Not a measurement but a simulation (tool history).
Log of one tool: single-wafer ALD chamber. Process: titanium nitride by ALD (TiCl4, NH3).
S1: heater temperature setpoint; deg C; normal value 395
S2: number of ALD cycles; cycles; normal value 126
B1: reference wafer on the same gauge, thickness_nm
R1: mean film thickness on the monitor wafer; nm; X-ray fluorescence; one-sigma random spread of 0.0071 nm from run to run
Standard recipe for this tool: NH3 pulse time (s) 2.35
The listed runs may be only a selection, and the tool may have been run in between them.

{"run": 1, "hour": 0.0, "S1": 395, "S2": 126, "NH3 pulse time (s)": 2.35, "B1": 3.021, "R1": 2.785}
{"run": 2, "hour": 10.4, "S1": 395, "S2": 126, "NH3 pulse time (s)": 1.93, "B1": 3.021, "R1": 2.766}
{"run": 3, "hour": 23.4, "S1": 395, "S2": 126, "NH3 pulse time (s)": 1.93, "B1": 3.022, "R1": 2.764}
{"run": 4, "hour": 36.6, "S1": 395, "S2": 126, "NH3 pulse time (s)": 1.93, "B1": 3.019, "R1": 2.759}
{"run": 5, "hour": 47.1, "S1": 395, "S2": 126, "NH3 pulse time (s)": 2.35, "B1": 3.016, "R1": 2.8}
{"run": 6, "hour": 57.5, "S1": 395, "S2": 126, "NH3 pulse time (s)": 2.35, "B1": 3.02, "R1": 2.791}
{"run": 7, "hour": 72.1, "S1": 395, "S2": 126, "NH3 pulse time (s)": 2.35, "B1": 3.017, "R1": 2.799}
{"run": 8, "hour": 81.0, "S1": 403, "S2": 126, "NH3 pulse time (s)": 2.35, "B1": 3.016, "R1": 2.804}
{"run": 9, "hour": 95.4, "S1": 403, "S2": 126, "NH3 pulse time (s)": 2.35, "B1": 3.019, "R1": 2.795}
{"run": 10, "hour": 109.8, "S1": 395, "S2": 142, "NH3 pulse time (s)": 2.35, "B1": 3.017, "R1": 3.141}
{"run": 11, "hour": 121.1, "S1": 395, "S2": 126, "NH3 pulse time (s)": 3.02, "B1": 3.013, "R1": 2.824}
{"run": 12, "hour": 131.0, "S1": 395, "S2": 126, "NH3 pulse time (s)": 3.02, "B1": 3.016, "R1": 2.835}
{"run": 13, "hour": 138.1, "S1": 395, "S2": 126, "NH3 pulse time (s)": 3.02, "B1": 3.016, "R1": 2.814}
{"run": 14, "hour": 148.5, "S1": 385, "S2": 126, "NH3 pulse time (s)": 2.35, "B1": 3.017, "R1": 2.76}
{"run": 15, "hour": 196.3, "S1": 387, "S2": 126, "NH3 pulse time (s)": 2.35, "B1": 3.011, "R1": 2.76}
{"run": 16, "hour": 206.0, "S1": 395, "S2": 126, "NH3 pulse time (s)": 2.35, "B1": 3.011, "R1": 2.798}
{"run": 17, "hour": 222.4, "S1": 395, "S2": 126, "NH3 pulse time (s)": 2.35, "B1": 3.011, "R1": 2.786}
{"run": 18, "hour": 234.5, "S1": 395, "S2": 126, "NH3 pulse time (s)": 2.35, "B1": 3.012, "R1": 2.778}
{"run": 19, "hour": 251.2, "S1": 407, "S2": 126, "NH3 pulse time (s)": 2.35, "B1": 3.011, "R1": 2.811}
{"run": 20, "hour": 261.0, "S1": 395, "S2": 115, "NH3 pulse time (s)": 2.35, "B1": 3.011, "R1": 2.539}
{"run": 21, "hour": 288.4, "S1": 382, "S2": 126, "NH3 pulse time (s)": 1.69, "B1": 3.009, "R1": 2.68}
{"run": 22, "hour": 300.2, "S1": 402, "S2": 136, "NH3 pulse time (s)": 2.85, "B1": 3.012, "R1": 3.041}
{"hour": 319.5, "done": "showerhead replaced"}
{"run": 23, "hour": 320.0, "S1": 395, "S2": 126, "NH3 pulse time (s)": 2.91, "B1": 3.011, "R1": 2.804}
{"run": 24, "hour": 331.7, "S1": 395, "S2": 126, "NH3 pulse time (s)": 2.35, "B1": 3.009, "R1": 2.785}
{"hour": 343.0, "done": "thermocouple changed; heater temperature recalibrated"}
{"run": 25, "hour": 343.5, "S1": 395, "S2": 134, "NH3 pulse time (s)": 3.01, "B1": 3.007, "R1": 2.991}
{"run": 26, "hour": 356.8, "S1": 409, "S2": 111, "NH3 pulse time (s)": 1.91, "B1": 3.009, "R1": 2.447}
{"run": 27, "hour": 370.5, "S1": 395, "S2": 126, "NH3 pulse time (s)": 2.35, "B1": 3.009, "R1": 2.784}
{"run": 28, "hour": 383.6, "S1": 389, "S2": 148, "NH3 pulse time (s)": 2.35, "B1": 3.009, "R1": 3.243}
{"run": 29, "hour": 392.3, "S1": 395, "S2": 126, "NH3 pulse time (s)": 2.35, "B1": 3.005, "R1": 2.775}
{"run": 30, "hour": 410.0, "S1": 384, "S2": 126, "NH3 pulse time (s)": 2.35, "B1": 3.006, "R1": 2.751}
{"hour": 416.0, "done": "gauge calibrated"}
{"run": 31, "hour": 423.0, "S1": 387, "S2": 126, "NH3 pulse time (s)": 2.79, "B1": 3.089, "R1": 2.876}
{"run": 32, "hour": 438.3, "S1": 395, "S2": 126, "NH3 pulse time (s)": 3.13, "B1": 3.085, "R1": 2.891}
{"run": 33, "hour": 450.3, "S1": 395, "S2": 126, "NH3 pulse time (s)": 2.35, "B1": 3.081, "R1": 2.848}
{"run": 34, "hour": 462.4, "S1": 408, "S2": 126, "NH3 pulse time (s)": 2.35, "B1": 3.077, "R1": 2.862}
{"run": 35, "hour": 472.3, "S1": 381, "S2": 126, "NH3 pulse time (s)": 2.35, "B1": 3.072, "R1": 2.81}
{"run": 36, "hour": 521.4, "S1": 387, "S2": 112, "NH3 pulse time (s)": 2.35, "B1": 3.063, "R1": 2.494}

Forecast run 37:
{"run": 37, "hour": 538.4, "S1": 395, "S2": 141, "NH3 pulse time (s)": 1.77, "B1": "?", "R1": "?"}

B1: 3.061
R1: 3.107 nm
Without the tool's hidden state the same run would have given R1 3.138 nm.
